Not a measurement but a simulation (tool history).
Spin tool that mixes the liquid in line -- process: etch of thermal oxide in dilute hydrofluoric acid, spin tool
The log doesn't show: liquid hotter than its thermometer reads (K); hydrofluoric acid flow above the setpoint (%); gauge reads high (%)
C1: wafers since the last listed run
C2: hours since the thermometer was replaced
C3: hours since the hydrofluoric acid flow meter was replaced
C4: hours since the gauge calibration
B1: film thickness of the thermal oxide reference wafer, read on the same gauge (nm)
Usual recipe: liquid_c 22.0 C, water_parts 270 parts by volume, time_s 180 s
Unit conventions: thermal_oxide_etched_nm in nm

{"run": 1, "hour": 0.0, "liquid_c": 22.0, "water_parts": 270, "time_s": 180, "C1": 0, "C2": 2058.1, "C3": 1518.0, "C4": 72.7, "B1": 110.053, "thermal_oxide_etched_nm": 2.437}
{"run": 2, "hour": 66.1, "liquid_c": 22.0, "water_parts": 270, "time_s": 180, "C1": 352, "C2": 2124.2, "C3": 1584.1, "C4": 138.8, "B1": 109.97, "thermal_oxide_etched_nm": 2.457}
{"run": 3, "hour": 110.3, "liquid_c": 22.0, "water_parts": 270, "time_s": 180, "C1": 236, "C2": 2168.4, "C3": 1628.3, "C4": 183.0, "B1": 109.928, "thermal_oxide_etched_nm": 2.462}
{"run": 4, "hour": 153.9, "liquid_c": 22.0, "water_parts": 270, "time_s": 180, "C1": 232, "C2": 2212.0, "C3": 1671.9, "C4": 226.6, "B1": 109.843, "thermal_oxide_etched_nm": 2.454}
{"run": 5, "hour": 222.7, "liquid_c": 22.0, "water_parts": 270, "time_s": 180, "C1": 367, "C2": 2280.8, "C3": 1740.7, "C4": 295.4, "B1": 109.691, "thermal_oxide_etched_nm": 2.405}
{"run": 6, "hour": 286.0, "liquid_c": 22.0, "water_parts": 270, "time_s": 180, "C1": 337, "C2": 2344.1, "C3": 1804.0, "C4": 358.7, "B1": 109.504, "thermal_oxide_etched_nm": 2.434}
{"run": 7, "hour": 335.4, "liquid_c": 22.0, "water_parts": 270, "time_s": 180, "C1": 263, "C2": 2393.5, "C3": 1853.4, "C4": 408.1, "B1": 109.295, "thermal_oxide_etched_nm": 2.434}
{"run": 8, "hour": 398.6, "liquid_c": 22.0, "water_parts": 270, "time_s": 180, "C1": 337, "C2": 2456.7, "C3": 1916.6, "C4": 471.3, "B1": 109.059, "thermal_oxide_etched_nm": 2.44}
{"run": 9, "hour": 448.7, "liquid_c": 22.0, "water_parts": 270, "time_s": 180, "C1": 267, "C2": 2506.8, "C3": 1966.7, "C4": 521.4, "B1": 108.833, "thermal_oxide_etched_nm": 2.475}
{"run": 10, "hour": 494.1, "liquid_c": 22.0, "water_parts": 270, "time_s": 180, "C1": 242, "C2": 2552.2, "C3": 2012.1, "C4": 566.8, "B1": 108.63, "thermal_oxide_etched_nm": 2.375}
{"run": 11, "hour": 561.1, "liquid_c": 22.0, "water_parts": 270, "time_s": 180, "C1": 357, "C2": 2619.2, "C3": 2079.1, "C4": 633.8, "B1": 108.288, "thermal_oxide_etched_nm": 2.397}
{"run": 12, "hour": 611.6, "liquid_c": 23.5, "water_parts": 270, "time_s": 180, "C1": 269, "C2": 2669.7, "C3": 2129.6, "C4": 684.3, "B1": 107.956, "thermal_oxide_etched_nm": 2.562}
{"run": 13, "hour": 660.9, "liquid_c": 17.0, "water_parts": 270, "time_s": 105, "C1": 263, "C2": 2719.0, "C3": 2178.9, "C4": 733.6, "B1": 107.659, "thermal_oxide_etched_nm": 1.164}
{"run": 14, "hour": 685.3, "liquid_c": 22.0, "water_parts": 270, "time_s": 180, "C1": 130, "C2": 2743.4, "C3": 2203.3, "C4": 758.0, "B1": 107.513, "thermal_oxide_etched_nm": 2.379}
{"run": 15, "hour": 741.9, "liquid_c": 22.0, "water_parts": 365, "time_s": 235, "C1": 302, "C2": 2800.0, "C3": 2259.9, "C4": 814.6, "B1": 107.09, "thermal_oxide_etched_nm": 2.114}
{"hour": 749.4, "done": "thermometer replaced"}
{"run": 16, "hour": 798.3, "liquid_c": 22.0, "water_parts": 270, "time_s": 180, "C1": 295, "C2": 48.9, "C3": 2316.3, "C4": 871.0, "B1": 106.674, "thermal_oxide_etched_nm": 2.409}
{"run": 17, "hour": 849.9, "liquid_c": 26.5, "water_parts": 270, "time_s": 180, "C1": 275, "C2": 100.5, "C3": 2367.9, "C4": 922.6, "B1": 106.237, "thermal_oxide_etched_nm": 2.793}
{"hour": 872.3, "done": "gauge calibrated"}
{"run": 18, "hour": 888.6, "liquid_c": 22.0, "water_parts": 270, "time_s": 180, "C1": 206, "C2": 139.2, "C3": 2406.6, "C4": 16.3, "B1": 109.775, "thermal_oxide_etched_nm": 2.449}
{"hour": 892.8, "done": "hydrofluoric acid flow meter replaced"}
{"run": 19, "hour": 953.1, "liquid_c": 22.0, "water_parts": 270, "time_s": 180, "C1": 339, "C2": 203.7, "C3": 60.3, "C4": 80.8, "B1": 109.752, "thermal_oxide_etched_nm": 2.394}
{"run": 20, "hour": 1003.0, "liquid_c": 20.0, "water_parts": 175, "time_s": 220, "C1": 266, "C2": 253.6, "C3": 110.2, "C4": 130.7, "B1": 109.692, "thermal_oxide_etched_nm": 4.668}
{"run": 21, "hour": 1061.8, "liquid_c": 19.5, "water_parts": 160, "time_s": 180, "C1": 313, "C2": 312.4, "C3": 169.0, "C4": 189.5, "B1": 109.636, "thermal_oxide_etched_nm": 4.093}
{"run": 22, "hour": 1089.5, "liquid_c": 22.0, "water_parts": 270, "time_s": 180, "C1": 147, "C2": 340.1, "C3": 196.7, "C4": 217.2, "B1": 109.573, "thermal_oxide_etched_nm": 2.374}
{"run": 23, "hour": 1126.7, "liquid_c": 25.0, "water_parts": 190, "time_s": 180, "C1": 198, "C2": 377.3, "C3": 233.9, "C4": 254.4, "B1": 109.49, "thermal_oxide_etched_nm": 4.151}
{"run": 24, "hour": 1180.9, "liquid_c": 19.5, "water_parts": 195, "time_s": 240, "C1": 289, "C2": 431.5, "C3": 288.1, "C4": 308.6, "B1": 109.359, "thermal_oxide_etched_nm": 4.338}

5 options for the next run, each taken on its own from the tool as it stands now. Forecast them:
{"run": "A", "hour": 1181.4, "liquid_c": 20.5, "water_parts": 270, "time_s": 180, "C1": 2, "C2": 432.0, "C3": 288.6, "C4": 309.1, "B1": "?", "thermal_oxide_etched_nm": "?"}
{"run": "B", "hour": 1181.4, "liquid_c": 22.0, "water_parts": 325, "time_s": 90, "C1": 2, "C2": 432.0, "C3": 288.6, "C4": 309.1, "B1": "?", "thermal_oxide_etched_nm": "?"}
{"run": "C", "hour": 1181.4, "liquid_c": 25.5, "water_parts": 135, "time_s": 180, "C1": 2, "C2": 432.0, "C3": 288.6, "C4": 309.1, "B1": "?", "thermal_oxide_etched_nm": "?"}
{"run": "D", "hour": 1181.4, "liquid_c": 27.0, "water_parts": 235, "time_s": 180, "C1": 2, "C2": 432.0, "C3": 288.6, "C4": 309.1, "B1": "?", "thermal_oxide_etched_nm": "?"}
{"run": "E", "hour": 1181.4, "liquid_c": 22.0, "water_parts": 325, "time_s": 180, "C1": 2, "C2": 432.0, "C3": 288.6, "C4": 309.1, "B1": "?", "thermal_oxide_etched_nm": "?"}

run=A B1=109.339 thermal_oxide_etched_nm=2.307
run=B B1=109.339 thermal_oxide_etched_nm=0.962
run=C B1=109.339 thermal_oxide_etched_nm=6.413
run=D B1=109.339 thermal_oxide_etched_nm=3.467
run=E B1=109.339 thermal_oxide_etched_nm=1.923
What these runs would have given with no unlogged condition in the tool:
run=A thermal_oxide_etched_nm=2.321
run=B thermal_oxide_etched_nm=0.967
run=C thermal_oxide_etched_nm=6.451
run=D thermal_oxide_etched_nm=3.488
run=E thermal_oxide_etched_nm=1.934
